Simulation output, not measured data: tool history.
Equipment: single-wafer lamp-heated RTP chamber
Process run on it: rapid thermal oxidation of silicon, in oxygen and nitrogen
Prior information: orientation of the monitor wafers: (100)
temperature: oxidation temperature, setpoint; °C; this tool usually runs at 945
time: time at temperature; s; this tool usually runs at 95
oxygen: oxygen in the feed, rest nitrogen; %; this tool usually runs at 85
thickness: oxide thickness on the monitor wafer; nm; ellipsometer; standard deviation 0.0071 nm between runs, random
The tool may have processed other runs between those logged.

run	day	temperature	time	oxygen	read-back reference wafer on the same gauge, thickness	thickness
1	0.000	945	95	85	4.019	4.763
2	2.833	945	95	85	4.020	4.759
3	6.088	945	95	85	4.020	4.773
4	10.375	945	95	85	4.020	4.786
5	12.567	945	95	85	4.018	4.795
# day 15.475: pyrometer window cleaned and pyrometer calibrated
6	16.962	945	95	85	4.019	4.745
7	19.650	945	95	85	4.019	4.753
8	23.992	945	95	85	4.020	4.768
9	26.433	945	60	85	4.020	3.959
10	28.654	945	60	85	4.020	3.955
# day 30.379: oxygen flow controller replaced
# day 30.608: pyrometer window cleaned and pyrometer calibrated
11	32.671	945	95	85	4.021	4.753
12	35.012	945	95	85	4.020	4.744
# day 37.250: gauge calibrated
13	38.338	945	95	85	4.020	4.760

Run 14 comes next. What will it give?
14	42.362	927	128	85	?	?

Run 14 yielded read-back reference wafer on the same gauge, thickness 4.020, thickness 4.730 nm.
Had the tool carried no hidden state, the very same run would have given thickness 4.694 nm.

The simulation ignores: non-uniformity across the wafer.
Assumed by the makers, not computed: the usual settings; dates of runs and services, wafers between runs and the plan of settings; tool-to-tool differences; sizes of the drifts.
